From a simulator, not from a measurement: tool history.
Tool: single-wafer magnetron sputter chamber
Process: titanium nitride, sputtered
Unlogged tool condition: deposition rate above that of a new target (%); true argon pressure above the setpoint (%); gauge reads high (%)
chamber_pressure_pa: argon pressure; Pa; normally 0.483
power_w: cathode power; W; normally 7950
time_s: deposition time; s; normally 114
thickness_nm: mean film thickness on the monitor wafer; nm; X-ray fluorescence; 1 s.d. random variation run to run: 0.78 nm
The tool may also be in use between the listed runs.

| run | hour | chamber_pressure_pa | power_w | time_s | wafers since the last listed run | wafers on the sputter target | hours since the last manometer calibration | hours since the magnet pack was replaced | hours since the gauge calibration | read-back reference wafer on the same gauge, thickness_nm | thickness_nm |
|---|---|---|---|---|---|---|---|---|---|---|---|
| 1 | 0.0 | 0.483 | 7950 | 114 | 0 | 6324 | 381.7 | 9711.9 | 414.8 | 188.957 | 171.310 |
|  | 64.3 | sputter target and shields replaced |
| 2 | 64.7 | 0.483 | 7950 | 114 | 636 | 4 | 446.4 | 9776.6 | 479.5 | 189.088 | 170.400 |
| 3 | 105.3 | 0.483 | 7950 | 114 | 456 | 460 | 487.0 | 9817.2 | 520.1 | 189.149 | 170.025 |
| 4 | 202.8 | 0.483 | 7950 | 114 | 1095 | 1555 | 584.5 | 9914.7 | 617.6 | 189.115 | 172.442 |
| 5 | 253.5 | 0.483 | 7950 | 114 | 569 | 2124 | 635.2 | 9965.4 | 668.3 | 189.011 | 170.185 |
| 6 | 312.8 | 0.483 | 7950 | 114 | 666 | 2790 | 694.5 | 10024.7 | 727.6 | 189.263 | 171.603 |
| 7 | 371.0 | 0.483 | 7950 | 114 | 653 | 3444 | 752.7 | 10082.9 | 785.8 | 189.174 | 171.654 |
| 8 | 478.0 | 0.483 | 7950 | 114 | 1201 | 4646 | 859.7 | 10189.9 | 892.8 | 188.920 | 170.226 |
| 9 | 546.1 | 0.483 | 7950 | 114 | 764 | 5411 | 927.8 | 10258.0 | 960.9 | 188.936 | 171.267 |
|  | 603.0 | gauge calibrated |
| 10 | 608.2 | 0.483 | 7950 | 114 | 697 | 6108 | 989.9 | 10320.1 | 5.2 | 188.983 | 170.481 |
| 11 | 696.9 | 0.483 | 7950 | 114 | 996 | 7104 | 1078.6 | 10408.8 | 93.9 | 188.856 | 170.503 |
| 12 | 738.6 | 0.392 | 7950 | 120 | 468 | 7573 | 1120.3 | 10450.5 | 135.6 | 188.673 | 184.574 |
| 13 | 812.7 | 0.483 | 7950 | 129 | 832 | 8405 | 1194.4 | 10524.6 | 209.7 | 188.924 | 195.261 |
|  | 840.8 | magnet pack replaced |
| 14 | 860.3 | 0.320 | 7100 | 114 | 444 | 8850 | 1242.0 | 19.5 | 257.3 | 188.837 | 159.125 |
|  | 898.2 | capacitance manometer re-zeroed and calibrated |
|  | 910.6 | sputter target and shields replaced |
| 15 | 960.1 | 0.483 | 7950 | 114 | 941 | 556 | 61.9 | 119.3 | 357.1 | 189.075 | 171.663 |
| 16 | 1021.5 | 0.483 | 7950 | 114 | 689 | 1245 | 123.3 | 180.7 | 418.5 | 189.119 | 170.483 |
| 17 | 1102.8 | 0.483 | 8950 | 97 | 913 | 2158 | 204.6 | 262.0 | 499.8 | 189.024 | 162.665 |
| 18 | 1140.2 | 0.483 | 7950 | 114 | 420 | 2578 | 242.0 | 299.4 | 537.2 | 188.934 | 169.871 |
| 19 | 1237.9 | 0.424 | 8900 | 100 | 1097 | 3676 | 339.7 | 397.1 | 634.9 | 188.768 | 171.358 |
| 20 | 1298.2 | 0.297 | 7950 | 104 | 677 | 4353 | 400.0 | 457.4 | 695.2 | 189.119 | 166.023 |
| 21 | 1390.1 | 0.402 | 9700 | 108 | 1032 | 5385 | 491.9 | 549.3 | 787.1 | 188.998 | 202.479 |
|  | 1392.8 | gauge calibrated |
| 22 | 1462.0 | 0.483 | 8700 | 114 | 807 | 6193 | 563.8 | 621.2 | 69.2 | 188.859 | 186.900 |
| 23 | 1509.7 | 0.645 | 6750 | 122 | 535 | 6728 | 611.5 | 668.9 | 116.9 | 189.109 | 148.984 |
| 24 | 1604.1 | 0.346 | 8500 | 93 | 1060 | 7789 | 705.9 | 763.3 | 211.3 | 188.846 | 154.749 |

What differs in the tool's unlogged condition from the final listed run ahead of each entry between runs to the first listed run following it?
Runs 1 to 2: sputter target and shields replaced (hour 64.3)
  no hidden state differs between the two runs
Runs 9 to 10: gauge calibrated (hour 603.0)
  no hidden state differs between the two runs
Runs 13 to 14: magnet pack replaced (hour 840.8)
  no hidden state differs between the two runs
Runs 14 to 15: capacitance manometer re-zeroed and calibrated (hour 898.2); sputter target and shields replaced (hour 910.6)
  no hidden state differs between the two runs
Runs 21 to 22: gauge calibrated (hour 1392.8)
  no hidden state differs between the two runs
